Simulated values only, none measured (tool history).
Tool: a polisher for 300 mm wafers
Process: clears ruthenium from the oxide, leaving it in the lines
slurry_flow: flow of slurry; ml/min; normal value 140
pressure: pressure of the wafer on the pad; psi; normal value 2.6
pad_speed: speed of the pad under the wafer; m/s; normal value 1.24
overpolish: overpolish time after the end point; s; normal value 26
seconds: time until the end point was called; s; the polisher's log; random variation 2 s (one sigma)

run     day  slurry_flow  pressure  pad_speed  overpolish  wafers since the last listed run  wafers polished on this pad  hours since the slurry nozzle was cleaned  hours since the head pressure was calibrated  incoming thickness of the incoming film, nm  seconds
  1   0.000          140       3.0       1.24          26                                 0                          422                                       18.5                                         660.6                                        192.1     98.9
  2   2.854          140       3.0       1.24          26                               401                          823                                       87.0                                         729.1                                        191.2    101.4
      4.404  -- worn pad replaced by a new one
  3   5.021          140       3.0       1.24          26                               281                           86                                      139.0                                         781.1                                        189.6     98.5
  4   6.221          140       2.6       1.24          26                               168                          255                                      167.8                                         809.9                                        191.3    113.5
  5   8.708          140       2.6       1.24          26                               349                          605                                      227.5                                         869.6                                        189.7    112.8
  6  10.375          140       2.6       1.24          26                               234                          839                                      267.5                                         909.6                                        188.1    113.5
     11.342  -- worn pad replaced by a new one
  7  13.192          140       2.6       1.24          26                               372                          260                                      335.1                                         977.2                                        190.5    115.3
  8  15.488          140       2.6       1.24          26                               322                          582                                      390.2                                        1032.3                                        190.6    114.9
     16.238  -- head pressure recalibrated
  9  17.829          140       2.6       1.24          26                               317                          900                                      446.4                                          38.2                                        190.4    115.9
 10  19.333          180       3.0       1.24          26                               211                         1111                                      482.5                                          74.3                                        190.3    100.5
     19.721  -- worn pad replaced by a new one
 11  21.421          140       3.1       0.98          26                               270                          238                                      532.6                                         124.4                                        191.4    128.4
 12  22.850          140       2.6       1.24          26                               200                          439                                      566.9                                         158.7                                        187.0    117.3
 13  24.104          140       2.6       1.24          26                               176                          616                                      597.0                                         188.8                                        186.2    114.9
 14  26.404          140       2.6       1.24          26                               323                          939                                      652.2                                         244.0                                        187.6    117.4
     27.146  -- worn pad replaced by a new one
     28.904  -- slurry nozzle cleaned
 15  28.971          160       3.1       0.82          11                               331                          250                                        1.6                                         305.6                                        189.5    144.0
 16  30.075          165       2.6       1.24          36                               155                          405                                       28.1                                         332.1                                        190.5    106.2
 17  32.871          185       1.9       1.24          26                               393                          798                                       95.2                                         399.2                                        189.5    132.1
     34.312  -- worn pad replaced by a new one
 18  35.858          175       1.8       1.24          26                               396                          217                                      166.9                                         470.9                                        191.6    144.4
 19  36.996          125       3.0       1.38          41                               159                          377                                      194.2                                         498.2                                        190.2     93.5

Consider 5 possible next runs. They are alternatives, not a sequence: every one starts from the tool as it was left by run 19. What does each give?
  A  37.017          140       2.6       1.24          26                                 2                          380                                      194.7                                         498.7                                        193.2        ?
  B  37.017          140       1.8       1.24          12                                 2                          380                                      194.7                                         498.7                                        193.2        ?
  C  37.017          125       2.6       1.24          39                                 2                          380                                      194.7                                         498.7                                        193.2        ?
  D  37.017          140       2.3       1.66          26                                 2                          380                                      194.7                                         498.7                                        193.2        ?
  E  37.017          115       3.2       1.56          17                                 2                          380                                      194.7                                         498.7                                        193.2        ?

run  seconds
  A    114.9
  B    151.0
  C    116.9
  D     94.3
  E     79.8
What these runs would have given with no unlogged condition in the tool:
run  seconds
  A    110.8
  B    145.6
  C    112.5
  D     90.9
  E     76.6

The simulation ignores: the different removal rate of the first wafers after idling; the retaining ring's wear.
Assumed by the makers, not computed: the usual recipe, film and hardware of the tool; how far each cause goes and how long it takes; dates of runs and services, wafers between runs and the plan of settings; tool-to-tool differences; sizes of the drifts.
